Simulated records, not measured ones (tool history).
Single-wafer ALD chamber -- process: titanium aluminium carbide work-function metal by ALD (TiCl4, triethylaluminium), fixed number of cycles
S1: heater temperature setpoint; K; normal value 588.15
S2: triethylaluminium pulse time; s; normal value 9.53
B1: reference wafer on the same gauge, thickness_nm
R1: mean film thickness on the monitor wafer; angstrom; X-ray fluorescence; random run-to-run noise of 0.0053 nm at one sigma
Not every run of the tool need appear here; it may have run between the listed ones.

run	day	S1	S2	B1	R1
1	0	588.15	9.53	2.349	21.73
2	2.908	588.15	9.53	2.354	21.73
3	4.333	588.15	10.91	2.353	22.08
4	7.279	588.15	10.91	2.356	21.99
5	8.854	588.15	10.91	2.357	22.11
6	11.225	588.15	9.53	2.36	21.79
7	13.742	588.15	9.53	2.363	21.9
8	15.942	578.15	9.53	2.365	20.87
9	17.062	578.15	9.53	2.366	20.84
10	18.396	588.15	9.53	2.367	21.83
11	19.942	588.15	9.53	2.369	21.93
12	22.783	588.15	9.53	2.371	22
# day 24.692: showerhead replaced
13	24.746	588.15	9.53	2.374	22.02
14	26.167	588.15	9.53	2.376	21.95
15	29.117	588.15	9.53	2.379	22.04
16	31.25	601.15	5.94	2.384	21.89
17	33.025	577.15	9.53	2.385	20.92
# day 34.588: gauge calibrated
18	35.154	588.15	7.37	2.339	20.97
19	37.121	599.15	9.53	2.34	22.79
20	38.296	588.15	9.53	2.34	21.71
# day 38.654: triethylaluminium bottle replaced
21	40.504	588.15	9.53	2.34	21.64
22	41.775	588.15	9.53	2.34	21.63
23	44.104	588.15	9.53	2.341	21.7
24	45.621	588.15	10.91	2.34	21.9
25	47.388	575.15	6.19	2.342	19.21
# day 47.796: thermocouple changed; heater temperature recalibrated
26	49.225	593.15	9.53	2.342	22.02
27	51.5	595.15	9.53	2.341	22.33
28	55.971	588.15	10.64	2.344	21.88
29	57.112	578.15	9.53	2.345	20.69
30	59.442	588.15	6.61	2.346	20.72
31	61.142	597.15	9.53	2.345	22.63
32	62.517	599.15	7.74	2.346	22.24
33	64.088	588.15	9.53	2.348	21.78

Here are 4 independent what-if runs from the current tool condition. What would each one return?
A	64.104	588.15	10.75	?	?
B	64.104	588.15	12.62	?	?
C	64.104	588.15	10.49	?	?
D	64.104	581.15	11.85	?	?

run	B1	R1
A	2.348	21.87
B	2.348	22.11
C	2.348	21.83
D	2.348	21.3
What these runs would have given with no unlogged condition in the tool:
run	R1
A	21.8
B	22.03
C	21.75
D	21.23

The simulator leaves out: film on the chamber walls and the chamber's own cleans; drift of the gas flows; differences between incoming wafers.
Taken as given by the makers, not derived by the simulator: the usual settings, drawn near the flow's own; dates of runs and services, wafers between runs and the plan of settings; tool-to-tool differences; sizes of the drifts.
